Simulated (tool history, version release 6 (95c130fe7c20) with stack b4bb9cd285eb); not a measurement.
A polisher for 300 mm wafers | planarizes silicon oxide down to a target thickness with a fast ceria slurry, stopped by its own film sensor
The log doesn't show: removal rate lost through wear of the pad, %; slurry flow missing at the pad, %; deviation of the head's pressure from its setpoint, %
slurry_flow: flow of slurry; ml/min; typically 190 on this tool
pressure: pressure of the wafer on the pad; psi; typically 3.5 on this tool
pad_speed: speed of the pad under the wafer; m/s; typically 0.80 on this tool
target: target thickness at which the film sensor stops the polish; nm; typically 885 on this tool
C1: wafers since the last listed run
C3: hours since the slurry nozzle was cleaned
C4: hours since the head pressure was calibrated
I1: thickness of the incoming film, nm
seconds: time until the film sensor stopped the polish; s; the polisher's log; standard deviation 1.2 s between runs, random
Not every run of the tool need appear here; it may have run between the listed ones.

Run 1, hour 0.0: usual settings; C1 0; wafers polished on this pad 42; C3 533.1; C4 741.0; I1 1836.2. Result: seconds 69.8 s.
Run 2, hour 6.1: usual settings; C1 71; wafers polished on this pad 113; C3 539.2; C4 747.1; I1 1824.1. Result: seconds 67.7 s.
Run 3, hour 19.4: usual settings; C1 155; wafers polished on this pad 269; C3 552.5; C4 760.4; I1 1873.1. Result: seconds 74.5 s.
Run 4, hour 33.5: usual settings; C1 164; wafers polished on this pad 433; C3 566.6; C4 774.5; I1 1833.2. Result: seconds 73.6 s.
Run 5, hour 42.5: usual settings; C1 104; wafers polished on this pad 538; C3 575.6; C4 783.5; I1 1836.1. Result: seconds 73.0 s.
At hour 60.3: worn pad replaced by a new one.
Run 6, hour 60.8: usual settings; C1 166; wafers polished on this pad 5; C3 593.9; C4 801.8; I1 1811.9. Result: seconds 68.1 s.
Run 7, hour 74.3: usual settings; C1 157; wafers polished on this pad 162; C3 607.4; C4 815.3; I1 1836.6. Result: seconds 72.0 s.
Run 8, hour 83.0: usual settings; C1 101; wafers polished on this pad 264; C3 616.1; C4 824.0; I1 1860.9. Result: seconds 72.0 s.
Run 9, hour 92.8: usual settings; C1 114; wafers polished on this pad 378; C3 625.9; C4 833.8; I1 1869.3. Result: seconds 72.8 s.
Run 10, hour 110.1: usual settings but slurry_flow 125 ml/min, pressure 4.3 psi, pad_speed 0.54 m/s, target 1177 nm; C1 201; wafers polished on this pad 580; C3 643.2; C4 851.1; I1 1856.8. Result: seconds 70.4 s.
Run 11, hour 122.2: usual settings but slurry_flow 165 ml/min, pressure 4.1 psi, pad_speed 0.70 m/s, target 571 nm; C1 141; wafers polished on this pad 721; C3 655.3; C4 863.2; I1 1847.6. Result: seconds 104.1 s.
At hour 124.4: slurry nozzle cleaned.
At hour 125.9: head pressure recalibrated.
Run 12, hour 130.1: usual settings but pressure 2.6 psi, pad_speed 0.64 m/s; C1 63; wafers polished on this pad 784; C3 5.7; C4 4.2; I1 1843.0. Result: seconds 129.6 s.
At hour 137.3: worn pad replaced by a new one.
Run 13, hour 160.6: usual settings but slurry_flow 225 ml/min, pressure 4.3 psi, pad_speed 1.00 m/s, target 1182 nm; C1 308; wafers polished on this pad 271; C3 36.2; C4 34.7; I1 1850.6. Result: seconds 32.5 s.
Run 14, hour 169.9: usual settings but slurry_flow 145 ml/min, pressure 3.1 psi, pad_speed 0.92 m/s; C1 108; wafers polished on this pad 379; C3 45.5; C4 44.0; I1 1823.9. Result: seconds 71.9 s.
Run 15, hour 187.1: usual settings but target 1082 nm; C1 200; wafers polished on this pad 580; C3 62.7; C4 61.2; I1 1841.4. Result: seconds 59.8 s.
At hour 200.4: worn pad replaced by a new one.
Run 16, hour 200.9: usual settings but target 1135 nm; C1 114; wafers polished on this pad 5; C3 76.5; C4 75.0; I1 1804.6. Result: seconds 48.4 s.

Forecast each of these 3 alternatives for the next run:
Run A, hour 201.3: usual settings; C1 4; wafers polished on this pad 10; C3 76.9; C4 75.4; I1 1857.2. Result: seconds ?.
Run B, hour 201.3: usual settings but pressure 4.5 psi, target 1145 nm; C1 4; wafers polished on this pad 10; C3 76.9; C4 75.4; I1 1857.2. Result: seconds ?.
Run C, hour 201.3: usual settings but pad_speed 0.90 m/s; C1 4; wafers polished on this pad 10; C3 76.9; C4 75.4; I1 1857.2. Result: seconds ?.

run  seconds
  A     69.5
  B     40.0
  C     61.8
Had the tool no hidden state, the same runs would have come out as:
run  seconds
  A     68.4
  B     39.4
  C     60.8
